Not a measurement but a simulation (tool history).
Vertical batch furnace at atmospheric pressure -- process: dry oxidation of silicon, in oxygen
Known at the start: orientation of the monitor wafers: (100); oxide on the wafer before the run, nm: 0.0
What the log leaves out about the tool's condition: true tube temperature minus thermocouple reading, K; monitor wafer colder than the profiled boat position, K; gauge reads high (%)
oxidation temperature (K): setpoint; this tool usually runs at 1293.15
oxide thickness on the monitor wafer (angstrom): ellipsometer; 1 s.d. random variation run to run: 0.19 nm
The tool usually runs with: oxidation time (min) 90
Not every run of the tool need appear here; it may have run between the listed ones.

run	day	oxidation temperature (K)	oxidation time (min)	wafers since the last listed run	hours since the last temperature calibration	hours since the boat lift was adjusted	hours since the gauge calibration	read-back reference wafer on the same gauge, thickness	oxide thickness on the monitor wafer (angstrom)
1	0	1293.15	90	0	1842.4	4513	126	74.71	905
2	0.975	1286.15	75	222	1865.8	4536.4	149.4	74.7	751.7
3	1.904	1293.15	113.5	212	1888.1	4558.7	171.7	74.76	1051.1
4	2.25	1293.15	113.5	79	1896.4	4567	180	74.68	1060
5	3.104	1293.15	90	195	1916.9	4587.5	200.5	74.66	902.5
6	4.125	1293.15	90	233	1941.4	4612	225	74.68	907.9
7	5.121	1293.15	90	227	1965.3	4635.9	248.9	74.66	900.5
8	5.496	1293.15	90	85	1974.3	4644.9	257.9	74.66	905.6
9	6.225	1293.15	90	166	1991.8	4662.4	275.4	74.67	903.1
10	7.171	1293.15	90	216	2014.5	4685.1	298.1	74.71	904.6
11	7.638	1293.15	90	106	2025.7	4696.3	309.3	74.74	906.6
12	8.542	1293.15	90	206	2047.4	4718	331	74.69	903.9
13	9.512	1293.15	90	221	2070.7	4741.3	354.3	74.65	903
14	10.204	1276.15	119.5	158	2087.3	4757.9	370.9	74.71	939.1
15	11.146	1276.15	119.5	215	2109.9	4780.5	393.5	74.72	938.3
# day 11.65: gauge calibrated
# day 12.879: thermocouples replaced and temperature profile calibrated
16	12.9	1293.15	90	172	0.5	4822.6	30	74.67	863.9
17	13.142	1313.15	108.5	55	6.3	4828.4	35.8	74.69	1165.4
18	14.954	1293.15	90	414	49.8	4871.9	79.3	74.65	866.2
19	15.425	1277.15	90	107	61.1	4883.2	90.6	74.68	747.3
20	15.988	1293.15	90	128	74.6	4896.7	104.1	74.73	867.3
21	16.671	1293.15	90	156	91	4913.1	120.5	74.68	866.8
# day 17.675: boat lift adjusted
22	17.696	1308.15	68	5	115.6	0.5	145.1	74.67	827.5
23	17.938	1284.15	57	55	121.4	6.3	150.9	74.69	594.8
24	18.179	1293.15	90	55	127.2	12.1	156.7	74.69	873.3
25	19.05	1313.15	72	199	148.1	33	177.6	74.73	898.6
26	19.483	1275.15	113.5	99	158.5	43.4	188	74.68	863.8
27	19.925	1293.15	90	100	169.1	54	198.6	74.71	872.9
28	20.421	1282.15	90	113	181	65.9	210.5	74.67	791
29	20.821	1301.15	90	91	190.6	75.5	220.1	74.67	937.7
30	21.708	1271.15	134	202	211.9	96.8	241.4	74.73	935.2
31	22.417	1302.15	129	161	228.9	113.8	258.4	74.7	1210.1

The logged runs with the hidden state left out (each run's random variation unchanged):
run	oxide thickness on the monitor wafer (angstrom)
1	863.4
2	716
3	1003.2
4	1011.7
5	860.6
6	865.8
7	858.6
8	863.4
9	861
10	862.4
11	864.2
12	861.6
13	860.7
14	893
15	892.2
16	861.2
17	1161.6
18	860.5
19	741.5
20	860.1
21	858.8
22	818.9
23	588
24	863.3
25	887.9
26	851.8
27	860.9
28	779.1
29	924
30	919.2
31	1190.8
